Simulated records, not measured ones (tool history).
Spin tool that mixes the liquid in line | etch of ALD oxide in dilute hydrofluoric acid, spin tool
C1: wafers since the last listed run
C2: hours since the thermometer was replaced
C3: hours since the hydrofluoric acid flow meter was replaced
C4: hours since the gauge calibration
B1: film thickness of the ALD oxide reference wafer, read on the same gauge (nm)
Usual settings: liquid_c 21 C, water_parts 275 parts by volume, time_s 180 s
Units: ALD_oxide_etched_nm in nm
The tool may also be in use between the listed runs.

Run 1, hour 0: usual settings; C1 0; C2 799.7; C3 241; C4 13.7; B1 89.9. Result: ALD_oxide_etched_nm 11.63 nm.
Run 2, hour 26.5: usual settings; C1 187; C2 826.2; C3 267.5; C4 40.2; B1 89.97. Result: ALD_oxide_etched_nm 11.61 nm.
Run 3, hour 46.3: usual settings; C1 139; C2 846; C3 287.3; C4 60; B1 90.08. Result: ALD_oxide_etched_nm 11.75 nm.
Run 4, hour 76.4: usual settings; C1 212; C2 876.1; C3 317.4; C4 90.1; B1 90.18. Result: ALD_oxide_etched_nm 11.75 nm.
Run 5, hour 101.9: usual settings; C1 180; C2 901.6; C3 342.9; C4 115.6; B1 90.23. Result: ALD_oxide_etched_nm 11.82 nm.
Run 6, hour 136.3: usual settings; C1 242; C2 936; C3 377.3; C4 150; B1 90.41. Result: ALD_oxide_etched_nm 11.72 nm.
Run 7, hour 152.1: usual settings; C1 111; C2 951.8; C3 393.1; C4 165.8; B1 90.43. Result: ALD_oxide_etched_nm 11.74 nm.
Run 8, hour 183.6: usual settings; C1 222; C2 983.3; C3 424.6; C4 197.3; B1 90.52. Result: ALD_oxide_etched_nm 11.83 nm.
Run 9, hour 197.3: usual settings; C1 96; C2 997; C3 438.3; C4 211; B1 90.61. Result: ALD_oxide_etched_nm 11.69 nm.
At hour 199.7: thermometer replaced.
Run 10, hour 226.1: usual settings; C1 196; C2 26.4; C3 467.1; C4 239.8; B1 90.69. Result: ALD_oxide_etched_nm 11.75 nm.
At hour 248.4: hydrofluoric acid flow meter replaced.
Run 11, hour 250.8: usual settings but water_parts 235 parts by volume; C1 167; C2 51.1; C3 2.4; C4 264.5; B1 90.76. Result: ALD_oxide_etched_nm 14.44 nm.
Run 12, hour 285.1: usual settings but liquid_c 22.5 C, water_parts 220 parts by volume, time_s 290 s; C1 242; C2 85.4; C3 36.7; C4 298.8; B1 90.95. Result: ALD_oxide_etched_nm 26.62 nm.
Run 13, hour 318.3: usual settings but liquid_c 22.5 C, water_parts 355 parts by volume, time_s 230 s; C1 234; C2 118.6; C3 69.9; C4 332; B1 91.02. Result: ALD_oxide_etched_nm 11.52 nm.
Run 14, hour 331.3: usual settings but liquid_c 18.5 C, water_parts 170 parts by volume, time_s 280 s; C1 91; C2 131.6; C3 82.9; C4 345; B1 91.03. Result: ALD_oxide_etched_nm 30.06 nm.
Run 15, hour 359.8: usual settings but liquid_c 18 C, water_parts 325 parts by volume, time_s 230 s; C1 201; C2 160.1; C3 111.4; C4 373.5; B1 91.18. Result: ALD_oxide_etched_nm 10.92 nm.
Run 16, hour 380.3: usual settings but liquid_c 23 C, time_s 215 s; C1 144; C2 180.6; C3 131.9; C4 394; B1 91.25. Result: ALD_oxide_etched_nm 15.33 nm.
Run 17, hour 393.4: usual settings but liquid_c 23 C, water_parts 360 parts by volume, time_s 240 s; C1 92; C2 193.7; C3 145; C4 407.1; B1 91.33. Result: ALD_oxide_etched_nm 12.06 nm.
Run 18, hour 424.2: usual settings but liquid_c 19.5 C, water_parts 185 parts by volume, time_s 145 s; C1 217; C2 224.5; C3 175.8; C4 437.9; B1 91.39. Result: ALD_oxide_etched_nm 14.64 nm.
At hour 435.8: gauge calibrated.
Run 19, hour 445.8: usual settings; C1 152; C2 246.1; C3 197.4; C4 10; B1 90.09. Result: ALD_oxide_etched_nm 11.77 nm.
Run 20, hour 465.7: usual settings; C1 140; C2 266; C3 217.3; C4 29.9; B1 90.2. Result: ALD_oxide_etched_nm 11.84 nm.

Run 21 comes next. What will it give?
Run 21, hour 501.3: usual settings but liquid_c 24 C, time_s 145 s; C1 251; C2 301.6; C3 252.9; C4 65.5; B1 ?. Result: ALD_oxide_etched_nm ?.

Run 21 gave B1 90.28, ALD_oxide_etched_nm 10.57 nm.
Without the tool's hidden state the same run would have given ALD_oxide_etched_nm 10.54 nm.
